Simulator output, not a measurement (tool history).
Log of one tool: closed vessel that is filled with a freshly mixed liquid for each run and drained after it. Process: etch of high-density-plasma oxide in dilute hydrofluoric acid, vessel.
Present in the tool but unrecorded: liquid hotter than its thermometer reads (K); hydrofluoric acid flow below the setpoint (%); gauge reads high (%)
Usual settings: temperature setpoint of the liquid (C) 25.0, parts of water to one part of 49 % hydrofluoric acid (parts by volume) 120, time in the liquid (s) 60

run   hour  temperature setpoint of the liquid (C)  parts of water to one part of 49 % hydrofluoric acid (parts by volume)  time in the liquid (s)  wafers since the last listed run  hours since the thermometer was replaced  hours since the hydrofluoric acid flow meter was replaced  hours since the gauge calibration  read-back film thickness of the high-density-plasma oxide reference wafer, read on the same gauge (nm)  thickness taken off the high-density-plasma oxide on a monitor wafer (Å)
  1    0.0                                    25.0                                                                     150                      60                                 0                                    2109.3                                                     1490.3                               69.6                                                                                                   70.01                                                                      36.5
  2   24.7                                    25.0                                                                     150                      60                              1702                                    2134.0                                                     1515.0                               94.3                                                                                                   69.98                                                                      36.2
  3   50.7                                    25.0                                                                     150                      60                              1792                                    2160.0                                                     1541.0                              120.3                                                                                                   69.98                                                                      36.0
  4   72.5                                    25.0                                                                     120                      60                              1502                                    2181.8                                                     1562.8                              142.1                                                                                                   69.98                                                                      46.0
  5   84.7                                    25.0                                                                     120                      60                               840                                    2194.0                                                     1575.0                              154.3                                                                                                   69.99                                                                      47.3
  6  112.7                                    25.0                                                                     120                      60                              1930                                    2222.0                                                     1603.0                              182.3                                                                                                   70.02                                                                      46.5
  7  135.1                                    25.0                                                                     120                      75                              1544                                    2244.4                                                     1625.4                              204.7                                                                                                   70.00                                                                      58.6
  8  149.6                                    25.0                                                                     120                      75                               999                                    2258.9                                                     1639.9                              219.2                                                                                                   70.01                                                                      58.2
  9  176.5                                    25.0                                                                     120                      75                              1854                                    2285.8                                                     1666.8                              246.1                                                                                                   70.00                                                                      57.7
 10  192.7                                    25.0                                                                     120                      60                              1116                                    2302.0                                                     1683.0                              262.3                                                                                                   69.98                                                                      46.6
 11  212.3                                    25.0                                                                     120                      60                              1351                                    2321.6                                                     1702.6                              281.9                                                                                                   70.03                                                                      46.6
 12  231.9                                    25.0                                                                     120                      60                              1351                                    2341.2                                                     1722.2                              301.5                                                                                                   69.99                                                                      46.6
     273.1  -- hydrofluoric acid flow meter replaced
 13  273.9                                    25.0                                                                     120                      70                              2826                                    2383.2                                                        0.8                              343.5                                                                                                   70.02                                                                      49.9
 14  303.8                                    27.5                                                                     165                      60                              2061                                    2413.1                                                       30.7                              373.4                                                                                                   70.00                                                                      32.0
     315.4  -- thermometer replaced
 15  319.5                                    25.0                                                                     120                      90                              1013                                       4.1                                                       46.4                              389.1                                                                                                   70.02                                                                      63.0
 16  353.8                                    25.0                                                                     120                      60                              2364                                      38.4                                                       80.7                              423.4                                                                                                   69.98                                                                      42.2
     413.4  -- hydrofluoric acid flow meter replaced, repeated, since the last time left the tool worse
     413.7  -- gauge calibrated
 17  414.8                                    20.5                                                                     145                      85                              4135                                      99.4                                                        1.4                                1.1                                                                                                   69.98                                                                      48.8
 18  455.4                                    25.0                                                                     150                      30                              2798                                     140.0                                                       42.0                               41.7                                                                                                   70.00                                                                      19.6
 19  489.4                                    25.0                                                                     120                      60                              2343                                     174.0                                                       76.0                               75.7                                                                                                   70.04                                                                      50.4
 20  519.1                                    23.0                                                                      75                      85                              2047                                     203.7                                                      105.7                              105.4                                                                                                   69.99                                                                     111.8
 21  531.8                                    23.0                                                                     120                      30                               875                                     216.4                                                      118.4                              118.1                                                                                                   69.98                                                                      23.4
 22  560.4                                    27.0                                                                     120                      75                              1971                                     245.0                                                      147.0                              146.7                                                                                                   69.98                                                                      68.2
 23  576.7                                    25.0                                                                     120                      60                              1123                                     261.3                                                      163.3                              163.0                                                                                                   69.99                                                                      50.4
 24  601.0                                    25.0                                                                     120                      60                              1675                                     285.6                                                      187.6                              187.3                                                                                                   69.98                                                                      50.5

Forecast each of these 5 alternatives for the next run:
  A  601.7                                    25.0                                                                     120                      60                                48                                     286.3                                                      188.3                              188.0                                                                                                       ?                                                                         ?
  B  601.7                                    25.0                                                                     105                      60                                48                                     286.3                                                      188.3                              188.0                                                                                                       ?                                                                         ?
  C  601.7                                    27.5                                                                     120                      30                                48                                     286.3                                                      188.3                              188.0                                                                                                       ?                                                                         ?
  D  601.7                                    25.0                                                                     175                      45                                48                                     286.3                                                      188.3                              188.0                                                                                                       ?                                                                         ?
  E  601.7                                    23.5                                                                     160                      35                                48                                     286.3                                                      188.3                              188.0                                                                                                       ?                                                                         ?

run  read-back film thickness of the high-density-plasma oxide reference wafer, read on the same gauge (nm)  thickness taken off the high-density-plasma oxide on a monitor wafer (Å)
  A                                                                                                   69.97                                                                      50.1
  B                                                                                                   69.97                                                                      58.4
  C                                                                                                   69.97                                                                      27.6
  D                                                                                                   69.97                                                                      24.2
  E                                                                                                   69.97                                                                      19.8
The same runs, with their run-to-run variation unchanged, on a tool lacking any hidden condition would have given:
run  thickness taken off the high-density-plasma oxide on a monitor wafer (Å)
  A                                                                      51.0
  B                                                                      59.3
  C                                                                      28.0
  D                                                                      24.6
  E                                                                      20.1
